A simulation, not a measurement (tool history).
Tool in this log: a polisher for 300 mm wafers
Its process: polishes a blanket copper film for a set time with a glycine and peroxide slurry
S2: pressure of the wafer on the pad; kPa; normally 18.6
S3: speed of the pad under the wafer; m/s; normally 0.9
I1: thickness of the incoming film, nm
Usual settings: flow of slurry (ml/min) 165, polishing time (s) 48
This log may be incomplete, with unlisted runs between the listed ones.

run 1 hour=0 | flow_of_slurry_(ml/min)=195 S2=18.6 S3=0.9 polishing_time_(s)=48 | I1=2061.7 | film_removed_(angstrom)=1823
-- hour=12.4 worn pad replaced by a new one
run 2 hour=78.9 | flow_of_slurry_(ml/min)=195 S2=18.6 S3=0.9 polishing_time_(s)=48 | I1=2061.1 | film_removed_(angstrom)=1904
run 3 hour=166.4 | flow_of_slurry_(ml/min)=165 S2=18.6 S3=0.9 polishing_time_(s)=36 | I1=2101.9 | film_removed_(angstrom)=1389
run 4 hour=263.8 | flow_of_slurry_(ml/min)=165 S2=18.6 S3=0.9 polishing_time_(s)=36 | I1=2119.2 | film_removed_(angstrom)=1382
-- hour=311.9 slurry nozzle cleaned
run 5 hour=368.6 | flow_of_slurry_(ml/min)=165 S2=18.6 S3=0.9 polishing_time_(s)=48 | I1=2107.6 | film_removed_(angstrom)=1825
-- hour=421.6 head pressure recalibrated
-- hour=626.4 worn pad replaced by a new one
run 6 hour=680.3 | flow_of_slurry_(ml/min)=165 S2=18.6 S3=0.9 polishing_time_(s)=48 | I1=2082.9 | film_removed_(angstrom)=1665
run 7 hour=745.2 | flow_of_slurry_(ml/min)=165 S2=18.6 S3=0.9 polishing_time_(s)=48 | I1=2056.4 | film_removed_(angstrom)=1669
run 8 hour=848.5 | flow_of_slurry_(ml/min)=165 S2=18.6 S3=0.9 polishing_time_(s)=48 | I1=2095.4 | film_removed_(angstrom)=1637
run 9 hour=1031.3 | flow_of_slurry_(ml/min)=165 S2=18.6 S3=0.9 polishing_time_(s)=48 | I1=2084 | film_removed_(angstrom)=1615
-- hour=1071.7 slurry nozzle cleaned
run 10 hour=1119.7 | flow_of_slurry_(ml/min)=165 S2=18.6 S3=0.9 polishing_time_(s)=48 | I1=2082.4 | film_removed_(angstrom)=1609
-- hour=1170.4 head pressure recalibrated
run 11 hour=1176.3 | flow_of_slurry_(ml/min)=165 S2=18.6 S3=0.9 polishing_time_(s)=48 | I1=2097.5 | film_removed_(angstrom)=1621
run 12 hour=1215.3 | flow_of_slurry_(ml/min)=165 S2=18.6 S3=0.66 polishing_time_(s)=48 | I1=2105.5 | film_removed_(angstrom)=1268
run 13 hour=1281.5 | flow_of_slurry_(ml/min)=165 S2=18.6 S3=0.9 polishing_time_(s)=48 | I1=2096.5 | film_removed_(angstrom)=1621
-- hour=1383.9 worn pad replaced by a new one, repeated, since the last time left the tool worse
run 14 hour=1591.9 | flow_of_slurry_(ml/min)=165 S2=18.6 S3=0.9 polishing_time_(s)=48 | I1=2070.3 | film_removed_(angstrom)=1827
run 15 hour=1636.1 | flow_of_slurry_(ml/min)=165 S2=18.6 S3=0.9 polishing_time_(s)=57 | I1=2095.3 | film_removed_(angstrom)=2160
run 16 hour=1692.1 | flow_of_slurry_(ml/min)=165 S2=18.6 S3=0.9 polishing_time_(s)=57 | I1=2116.7 | film_removed_(angstrom)=2166
run 17 hour=1754.5 | flow_of_slurry_(ml/min)=110 S2=22.1 S3=0.9 polishing_time_(s)=64 | I1=2050.6 | film_removed_(angstrom)=2605
-- hour=1791.5 slurry nozzle cleaned
run 18 hour=1840 | flow_of_slurry_(ml/min)=130 S2=16.5 S3=0.9 polishing_time_(s)=48 | I1=2107.5 | film_removed_(angstrom)=1621
run 19 hour=1907.7 | flow_of_slurry_(ml/min)=140 S2=18.6 S3=0.8 polishing_time_(s)=48 | I1=2076.1 | film_removed_(angstrom)=1585
-- hour=1922.2 head pressure recalibrated
run 20 hour=1987.6 | flow_of_slurry_(ml/min)=165 S2=15.2 S3=0.9 polishing_time_(s)=48 | I1=2080.8 | film_removed_(angstrom)=1567
run 21 hour=2024.3 | flow_of_slurry_(ml/min)=165 S2=18.6 S3=0.9 polishing_time_(s)=31 | I1=2074.4 | film_removed_(angstrom)=1158
run 22 hour=2099.2 | flow_of_slurry_(ml/min)=215 S2=16.5 S3=0.9 polishing_time_(s)=48 | I1=2096.5 | film_removed_(angstrom)=1662
-- hour=2152 worn pad replaced by a new one
run 23 hour=2199.3 | flow_of_slurry_(ml/min)=145 S2=14.5 S3=0.74 polishing_time_(s)=34 | I1=2072.2 | film_removed_(angstrom)=976
run 24 hour=2248.1 | flow_of_slurry_(ml/min)=165 S2=18.6 S3=0.9 polishing_time_(s)=48 | I1=2098 | film_removed_(angstrom)=1857
run 25 hour=2326.6 | flow_of_slurry_(ml/min)=165 S2=18.6 S3=0.74 polishing_time_(s)=48 | I1=2037.7 | film_removed_(angstrom)=1572
run 26 hour=2388.9 | flow_of_slurry_(ml/min)=165 S2=18.6 S3=0.76 polishing_time_(s)=48 | I1=2106.3 | film_removed_(angstrom)=1591
-- hour=2396.1 slurry nozzle cleaned
run 27 hour=2435.2 | flow_of_slurry_(ml/min)=165 S2=22.8 S3=0.9 polishing_time_(s)=48 | I1=2074.4 | film_removed_(angstrom)=2125
run 28 hour=2480.2 | flow_of_slurry_(ml/min)=165 S2=18.6 S3=0.9 polishing_time_(s)=48 | I1=2069.9 | film_removed_(angstrom)=1819
run 29 hour=2546.6 | flow_of_slurry_(ml/min)=185 S2=21.4 S3=1.18 polishing_time_(s)=48 | I1=2054.5 | film_removed_(angstrom)=2551
-- hour=2647.3 head pressure recalibrated
run 30 hour=2649.1 | flow_of_slurry_(ml/min)=205 S2=18.6 S3=0.78 polishing_time_(s)=40 | I1=2081.9 | film_removed_(angstrom)=1388
run 31 hour=2744.4 | flow_of_slurry_(ml/min)=145 S2=18.6 S3=1.12 polishing_time_(s)=48 | I1=2119.5 | film_removed_(angstrom)=2140
run 32 hour=2831.4 | flow_of_slurry_(ml/min)=180 S2=18.6 S3=0.9 polishing_time_(s)=48 | I1=2063.1 | film_removed_(angstrom)=1803
run 33 hour=2913.5 | flow_of_slurry_(ml/min)=165 S2=13.1 S3=0.9 polishing_time_(s)=43 | I1=2085 | film_removed_(angstrom)=1278
-- hour=2954.1 worn pad replaced by a new one
run 34 hour=2998.8 | flow_of_slurry_(ml/min)=165 S2=18.6 S3=0.9 polishing_time_(s)=48 | I1=2110.3 | film_removed_(angstrom)=1884
run 35 hour=3065.5 | flow_of_slurry_(ml/min)=165 S2=18.6 S3=0.9 polishing_time_(s)=48 | I1=2070.6 | film_removed_(angstrom)=1820
-- hour=3107.1 slurry nozzle cleaned
run 36 hour=3116.2 | flow_of_slurry_(ml/min)=140 S2=16.5 S3=1.06 polishing_time_(s)=64 | I1=2099 | film_removed_(angstrom)=2520

Below are 4 alternative next runs, each starting from the tool's condition after run 36. Predict each:
run A hour=3116.6 | flow_of_slurry_(ml/min)=165 S2=18.6 S3=0.82 polishing_time_(s)=48 | I1=2120.4 | film_removed_(angstrom)=?
run B hour=3116.6 | flow_of_slurry_(ml/min)=150 S2=18.6 S3=0.9 polishing_time_(s)=48 | I1=2120.4 | film_removed_(angstrom)=?
run C hour=3116.6 | flow_of_slurry_(ml/min)=165 S2=13.8 S3=0.9 polishing_time_(s)=48 | I1=2120.4 | film_removed_(angstrom)=?
run D hour=3116.6 | flow_of_slurry_(ml/min)=165 S2=18.6 S3=0.9 polishing_time_(s)=56 | I1=2120.4 | film_removed_(angstrom)=?

run=A film_removed_(angstrom)=1690
run=B film_removed_(angstrom)=1803
run=C film_removed_(angstrom)=1491
run=D film_removed_(angstrom)=2123
Without the tool's hidden state the same runs would have given:
run=A film_removed_(angstrom)=1766
run=B film_removed_(angstrom)=1885
run=C film_removed_(angstrom)=1559
run=D film_removed_(angstrom)=2219
